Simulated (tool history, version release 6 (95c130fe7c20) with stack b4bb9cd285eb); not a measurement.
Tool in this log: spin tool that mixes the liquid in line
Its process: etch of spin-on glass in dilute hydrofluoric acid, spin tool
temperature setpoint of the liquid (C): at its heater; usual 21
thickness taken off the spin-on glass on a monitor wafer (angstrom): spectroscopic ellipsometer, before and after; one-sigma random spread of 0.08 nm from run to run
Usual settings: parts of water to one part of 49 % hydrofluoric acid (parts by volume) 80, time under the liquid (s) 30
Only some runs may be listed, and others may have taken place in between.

run,day,temperature setpoint of the liquid (C),parts of water to one part of 49 % hydrofluoric acid (parts by volume),time under the liquid (s),"read-back film thickness of the spin-on glass reference wafer, read on the same gauge (nm)",thickness taken off the spin-on glass on a monitor wafer (angstrom)
1,0,21,95,30,60.02,94.1
2,2.462,21,95,30,59.99,92.3
3,4.021,21,65,30,60.01,141
4,7.696,21,65,30,59.99,140.3
# day 10.762: hydrofluoric acid flow meter replaced
5,11.596,21,65,30,59.98,142.6
6,14.4,21,80,30,60.01,113.8
7,26.738,21,80,30,59.99,116
# day 27.596: gauge calibrated
8,29.525,21,80,30,60,115.5
9,32.317,21,80,30,59.97,116.4
10,34.954,21,95,35,60,112.9
# day 35.412: thermometer replaced, repeated, since the last time left the tool worse
11,37.421,17,105,20,60,42.9
12,39.45,21,80,45,59.97,156.1
# day 43.092: hydrofluoric acid flow meter replaced
13,47.6,21,80,30,59.98,104.1
14,50.5,21,65,30,60,131.2
15,54.733,21,45,30,60,195.8
16,57.833,21,80,30,59.98,105.9
17,60.338,21,80,30,60,106.8
18,62.033,23.5,100,40,59.99,123
19,65.233,21,120,40,60.01,90.6
20,67.196,26,80,30,59.96,129.7
21,68.971,25,80,30,60.03,126.5
22,72.129,24.5,95,20,59.97,67.2

Predict the results of run 23:
# day 73.758: hydrofluoric acid flow meter replaced
23,76.35,21,70,30,?,?

Logged for run 23: read-back film thickness of the spin-on glass reference wafer, read on the same gauge (nm) 59.96, thickness taken off the spin-on glass on a monitor wafer (angstrom) 124.
Take away the tool's hidden state, keep the run-to-run variation as it was, and the same run would have given thickness taken off the spin-on glass on a monitor wafer (angstrom) 117.7.

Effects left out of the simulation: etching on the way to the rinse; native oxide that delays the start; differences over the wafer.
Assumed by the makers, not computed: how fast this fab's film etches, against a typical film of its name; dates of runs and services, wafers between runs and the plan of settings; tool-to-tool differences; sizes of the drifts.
